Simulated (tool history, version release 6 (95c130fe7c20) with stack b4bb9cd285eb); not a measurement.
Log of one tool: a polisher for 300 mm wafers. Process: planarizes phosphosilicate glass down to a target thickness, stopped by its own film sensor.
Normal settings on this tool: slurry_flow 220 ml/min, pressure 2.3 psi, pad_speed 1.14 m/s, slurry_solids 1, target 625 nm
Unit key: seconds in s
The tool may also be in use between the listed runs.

run    hour  slurry_flow  pressure  pad_speed  slurry_solids  target  wafers since the last listed run  wafers polished on this pad  hours since the slurry nozzle was cleaned  hours since the head pressure was calibrated  hours since the slurry blender was calibrated  hours since the conditioning disc was replaced  incoming thickness of the incoming film, nm  seconds
  1       0          220       1.8       1.46              1     625                                 0                         1047                                      243.3                                         215.9                                          170.4                                           369.1                                         1050     61.3
       58.9  -- conditioning disc replaced and pad reconditioned
  2    69.5          220       2.3       1.14              1     625                              1007                         2054                                      312.8                                         285.4                                          239.9                                            10.6                                       1041.2     59.4
  3    93.7          220       2.3       1.14              1     625                               361                         2416                                        337                                         309.6                                          264.1                                            34.8                                       1068.7     62.2
  4   141.2          220       2.3       1.14              1     625                               709                         3125                                      384.5                                         357.1                                          311.6                                            82.3                                       1056.3       61
      165.2  -- worn pad replaced by a new one
  5   204.4          220       2.3       1.14              1     625                               883                          584                                      447.7                                         420.3                                          374.8                                           145.5                                       1060.6     60.9
  6   251.5          220       2.3       1.14              1     625                               703                         1287                                      494.8                                         467.4                                          421.9                                           192.6                                         1039     58.3
      279.3  -- slurry blender recalibrated
      287.7  -- slurry nozzle cleaned
  7   298.9          220       2.3       1.14              1     625                               662                         1950                                       11.2                                         514.8                                           19.6                                             240                                       1059.9     59.6
  8   323.4          220       2.3       1.14              1     625                               365                         2316                                       35.7                                         539.3                                           44.1                                           264.5                                       1066.6     60.1
      361.6  -- worn pad replaced by a new one
  9   385.7          220       2.3       1.14              1     625                               870                          359                                         98                                         601.6                                          106.4                                           326.8                                       1050.4     59.6
 10   442.7          220       2.3       1.14              1     625                               850                         1210                                        155                                         658.6                                          163.4                                           383.8                                         1077     62.8
      463.6  -- conditioning disc replaced and pad reconditioned
 11   503.4          220       2.3       1.14              1     625                               876                         2087                                      215.7                                         719.3                                          224.1                                            39.8                                       1040.5     58.5
      572.7  -- worn pad replaced by a new one
 12   573.2          220       2.3       1.14              1     625                               982                            6                                      285.5                                         789.1                                          293.9                                           109.6                                       1046.7     59.1
 13   660.4          155       1.7       0.96              1     583                              1301                         1308                                      372.7                                         876.3                                          381.1                                           196.8                                       1053.1    101.7
      685.9  -- head pressure recalibrated
      721.6  -- slurry blender recalibrated
 14   730.8          220       2.3       1.14              1     625                               991                         2299                                      443.1                                          44.9                                            9.2                                           267.2                                       1068.6     61.2
      772.8  -- worn pad replaced by a new one
 15   773.3          220       2.3       1.14              1     625                               574                            7                                      485.6                                          87.4                                           51.7                                           309.7                                       1058.2     59.3
 16   821.7          220       2.7       1.42              1     625                               722                          729                                        534                                         135.8                                          100.1                                           358.1                                       1061.7     45.3
 17   861.7          220       2.3       0.74           1.25     699                               597                         1326                                        574                                         175.8                                          140.1                                           398.1                                       1076.5     66.1
      876.6  -- slurry nozzle cleaned
      892.2  -- conditioning disc replaced and pad reconditioned
 18   925.7          220       2.3       1.14              1     625                               910                         2237                                       49.1                                         239.8                                          204.1                                            33.5                                       1084.9     64.3
 19   990.7          220       2.3       1.26              1     625                               970                         3207                                      114.1                                         304.8                                          269.1                                            98.5                                       1054.9     56.7
        999  -- worn pad replaced by a new one
 20  1020.6          270       2.8        1.3              1     625                               386                          322                                        144                                         334.7                                            299                                           128.4                                       1066.8     45.8
 21  1067.6          220       2.8          1              1     478                               701                         1023                                        191                                         381.7                                            346                                           175.4                                         1054     75.3
 22  1129.8          220       2.3       0.76              1     625                               928                         1952                                      253.2                                         443.9                                          408.2                                           237.6                                         1069     87.1

Below, some changes in seconds between adjacent runs. For each, the amount present without the hidden state too (settings, incoming material, random variation) and the amount remaining for the hidden state with gauge scatter not shared by both compared results:
Unlogged tool condition in this case: removal rate lost through wear of the pad, %; slurry flow missing at the pad, %; deviation of the head's pressure from its setpoint, %; abrasive missing from the slurry, %; time polished since the conditioner stopped cutting, s.
Run 6 -> 7: slurry blender recalibrated, slurry nozzle cleaned. seconds +1.3 s: hidden state -2.1, all else +3.4.
Run 12 -> 13: slurry_flow 220 -> 155, pressure 2.3 -> 1.7, pad_speed 1.14 -> 0.96, target 625 -> 583. seconds +42.6 s: hidden state +2, all else +40.6.
Run 13 -> 14: slurry_flow 155 -> 220, pressure 1.7 -> 2.3, pad_speed 0.96 -> 1.14, target 583 -> 625, head pressure recalibrated, slurry blender recalibrated. seconds -40.5 s: hidden state -3.7, all else -36.8.
